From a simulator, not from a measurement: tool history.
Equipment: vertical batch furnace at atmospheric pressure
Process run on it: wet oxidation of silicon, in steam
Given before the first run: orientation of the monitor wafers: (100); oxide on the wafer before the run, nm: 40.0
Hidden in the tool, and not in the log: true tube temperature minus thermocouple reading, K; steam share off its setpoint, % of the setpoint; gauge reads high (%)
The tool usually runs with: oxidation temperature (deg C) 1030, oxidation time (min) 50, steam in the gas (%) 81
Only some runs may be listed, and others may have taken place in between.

run	hour	oxidation temperature (deg C)	oxidation time (min)	steam in the gas (%)	wafers since the last listed run	hours since the last temperature calibration	hours since the steam generator was serviced	hours since the gauge calibration	read-back reference wafer on the same gauge, thickness	oxide thickness on the monitor wafer (nm)
1	0	1030	50	81	0	2003.4	2999.7	538	334.94	425.85
2	47.2	1035	50	81	398	2050.6	3046.9	585.2	335	437.09
3	101.4	1035	50	81	457	2104.8	3101.1	639.4	335.03	436.96
4	152.7	1030	50	81	432	2156.1	3152.4	690.7	334.71	427.82
5	189.7	1030	50	81	312	2193.1	3189.4	727.7	334.83	427.51
6	249.5	1030	50	81	504	2252.9	3249.2	787.5	334.98	426.22
7	292.5	1030	69	81	362	2295.9	3292.2	830.5	334.86	519.65
8	333.8	1030	69	81	348	2337.2	3333.5	871.8	335.09	519.14
9	387.4	1030	50	73	452	2390.8	3387.1	925.4	335.06	402.19
10	454.8	1030	50	73	568	2458.2	3454.5	992.8	335.27	400.5
11	485.7	1030	50	73	260	2489.1	3485.4	1023.7	334.78	401.5
12	514.3	1030	50	81	241	2517.7	3514	1052.3	334.74	428.12
# hour 578.6: steam generator serviced
13	579.5	1030	50	81	347	2582.9	0.9	1117.5	335.15	428.97
14	624.1	1030	50	81	376	2627.5	45.5	1162.1	334.77	428.47
15	657.1	1030	50	81	278	2660.5	78.5	1195.1	335.08	428.29
16	700.6	1030	50	81	367	2704	122	1238.6	335.04	427.61
17	740.1	1030	50	81	333	2743.5	161.5	1278.1	334.97	426.9
18	783.7	1030	71.5	81	367	2787.1	205.1	1321.7	334.92	534.17
19	822.7	1013	50	81	329	2826.1	244.1	1360.7	334.82	388
# hour 883.2: thermocouples replaced and temperature profile calibrated
20	883.7	1047	39.5	71	312	0.5	305.1	1421.7	335.05	369.29
21	926.4	1030	50	81	360	43.2	347.8	1464.4	335.17	416.43
22	954.4	1030	50	81	236	71.2	375.8	1492.4	334.84	416.63
23	980.1	1038	50	70	216	96.9	401.5	1518.1	335.03	398.08
24	1037.1	1030	50	76	480	153.9	458.5	1575.1	334.94	401.65
25	1080.1	1030	50	81	362	196.9	501.5	1618.1	334.88	417.35
26	1136.3	1021	73.5	77	474	253.1	557.7	1674.3	335.06	487.63
# hour 1142.2: gauge calibrated
27	1289.8	1030	50	81	1295	406.6	711.2	147.6	334.84	417.26
28	1323.2	1030	50	81	281	440	744.6	181	334.96	417.08
29	1386.7	1030	50	93	535	503.5	808.1	244.5	334.83	457.15
30	1436	1019	60	90	416	552.8	857.4	293.8	335.28	470.92
31	1491	1051	39.5	81	464	607.8	912.4	348.8	334.95	407.49
32	1525.6	1017	41.5	87	291	642.4	947	383.4	334.7	359.08
33	1559.5	1038	62	77	286	676.3	980.9	417.3	334.95	486.7
34	1615.4	1030	50	81	471	732.2	1036.8	473.2	335.07	419.9

Some steps in oxide thickness on the monitor wafer (nm), run to run, broken into two amounts with sign: the step expected even without the hidden condition (settings, incoming material, random variation), and the rest, left for the hidden condition together with whatever gauge scatter is not in both the measured and the hidden-condition-free result:
Run 8 -> 9: oxidation time (min) 69 -> 50, steam in the gas (%) 81 -> 73. oxide thickness on the monitor wafer (nm) -116.95: hidden state -1.74, all else -115.21.
Run 17 -> 18: oxidation time (min) 50 -> 71.5. oxide thickness on the monitor wafer (nm) +107.27: hidden state +2.23, all else +105.04.
Run 18 -> 19: oxidation temperature (deg C) 1030 -> 1013, oxidation time (min) 71.5 -> 50. oxide thickness on the monitor wafer (nm) -146.17: hidden state -1.87, all else -144.3.
Run 19 -> 20: oxidation temperature (deg C) 1013 -> 1047, oxidation time (min) 50 -> 39.5, steam in the gas (%) 81 -> 71, thermocouples replaced and temperature profile calibrated. oxide thickness on the monitor wafer (nm) -18.71: hidden state -12.07, all else -6.64.
Run 32 -> 33: oxidation temperature (deg C) 1017 -> 1038, oxidation time (min) 41.5 -> 62, steam in the gas (%) 87 -> 77. oxide thickness on the monitor wafer (nm) +127.62: hidden state +0.51, all else +127.11.
